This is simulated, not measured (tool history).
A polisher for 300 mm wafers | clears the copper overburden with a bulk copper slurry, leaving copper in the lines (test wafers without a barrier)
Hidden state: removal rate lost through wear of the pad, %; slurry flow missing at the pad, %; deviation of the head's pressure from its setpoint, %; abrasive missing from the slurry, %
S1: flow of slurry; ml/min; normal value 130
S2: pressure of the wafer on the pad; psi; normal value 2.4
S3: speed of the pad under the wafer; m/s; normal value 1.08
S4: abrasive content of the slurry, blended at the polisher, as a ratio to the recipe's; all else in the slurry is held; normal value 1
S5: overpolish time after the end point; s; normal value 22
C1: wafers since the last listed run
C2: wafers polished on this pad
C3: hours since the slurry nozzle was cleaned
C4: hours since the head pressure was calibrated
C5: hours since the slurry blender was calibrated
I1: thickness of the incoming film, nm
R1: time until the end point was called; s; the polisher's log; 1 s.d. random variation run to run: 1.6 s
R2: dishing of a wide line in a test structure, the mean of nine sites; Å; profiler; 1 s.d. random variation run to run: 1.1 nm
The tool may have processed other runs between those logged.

run	day	S1	S2	S3	S4	S5	C1	C2	C3	C4	C5	I1	R1	R2
1	0	130	2.4	1.08	0.9	22	0	129	528.6	663.9	568.8	829	129.9	721
2	3.267	130	2.4	1.38	1	22	402	532	607	742.3	647.2	824.3	114.8	789
3	6.654	130	2.4	1.38	1	22	416	948	688.3	823.6	728.5	838.7	121.3	768
# day 7.729: head pressure recalibrated
# day 9.383: slurry blender recalibrated
4	10.471	130	2.7	1.08	1	22	449	1398	779.9	65.8	26.1	825.7	127.7	755
# day 11.925: slurry nozzle cleaned
5	13.754	130	2.7	1.08	1	22	398	1797	43.9	144.6	104.9	825.9	122.2	795
6	17.6	130	2.4	1.08	1	22	473	2270	136.2	236.9	197.2	829.2	135.4	715
7	19.679	130	2.4	1.08	1	22	255	2526	186.1	286.8	247.1	832.1	138.3	742
8	23.996	130	2.4	1.42	1	22	531	3057	289.7	390.4	350.7	819.6	114.6	775
9	25.796	165	2.1	1.08	1	29	221	3279	332.9	433.6	393.9	820.1	152.5	749
10	27.304	130	2.1	1.08	1	13	185	3464	369.1	469.8	430.1	814.1	160.5	479
# day 28.712: worn pad replaced by a new one
11	31.717	130	3	1.08	1	29	522	369	475	575.7	536	822.9	105.3	918
12	35.604	130	2.4	1.08	1	22	478	848	568.3	669	629.3	839.3	141.3	729
13	38.888	130	2	0.78	0.85	22	404	1252	647.1	747.8	708.1	819.7	216.6	532
# day 39.604: head pressure recalibrated
# day 41.433: slurry blender recalibrated
14	42.808	105	1.9	1.08	1	22	462	1714	741.2	76.9	33	819.7	194.8	584
15	45.062	130	2.4	1.08	1	10	277	1991	795.3	131	87.1	837.8	153.9	417
# day 46.417: slurry nozzle cleaned
16	48.029	130	2.4	1.08	1	22	359	2351	38.7	202.2	158.3	824	142.2	722
17	51.758	130	1.8	1.32	1.2	22	458	2810	128.2	291.7	247.8	832.4	153.6	653
18	55.992	90	2.2	1.08	1	22	521	3331	229.8	393.3	349.4	829.2	165.1	655
19	60.058	130	2.4	1.32	1	22	500	3832	327.4	490.9	447	822.5	127.1	757
# day 60.283: worn pad replaced by a new one
20	62.342	130	2.1	1.3	0.85	11	260	253	382.2	545.7	501.8	834	138.2	476
21	64.4	150	2.4	1.08	1	22	253	506	431.6	595.1	551.2	838.9	126.1	761
22	70.408	130	2.4	0.96	0.9	32	739	1246	575.8	739.3	695.4	842.3	153.8	804
# day 71.742: slurry blender recalibrated
23	73.208	130	2.4	1.08	1	22	334	1580	643	806.5	35.2	818.2	140.5	734
# day 74.542: head pressure recalibrated
24	74.842	130	3	1.22	1.25	16	190	1771	682.2	7.2	74.4	847.4	100.2	750
# day 75.867: slurry nozzle cleaned
25	82.283	105	2	1.08	1	18	910	2682	154	185.8	253	823.3	167.4	553
26	85.779	130	2.4	0.92	1	15	430	3112	237.9	269.7	336.9	829.9	155.7	545
27	87.354	170	2.4	0.86	1	14	193	3306	275.7	307.5	374.7	830.5	153.8	524
28	90.525	130	2.7	1.08	1	28	390	3696	351.8	383.6	450.8	831.1	125.8	872
29	92.867	130	2.4	1.08	1	22	288	3984	408	439.8	507	828.4	141.1	738

Forecast each of these 3 alternatives for the next run:
A	92.888	170	2.4	1.08	1	22	2	3987	408.5	440.3	507.5	819.4	?	?
B	92.888	130	2.4	1.3	0.85	28	2	3987	408.5	440.3	507.5	819.4	?	?
C	92.888	130	2.4	0.74	1	31	2	3987	408.5	440.3	507.5	819.4	?	?

run	R1	R2
A	135.4	741
B	133.7	826
C	174.1	773
Had the tool no hidden state, the same runs would have come out as:
run	R1	R2
A	114.8	797
B	112.6	876
C	146.6	829
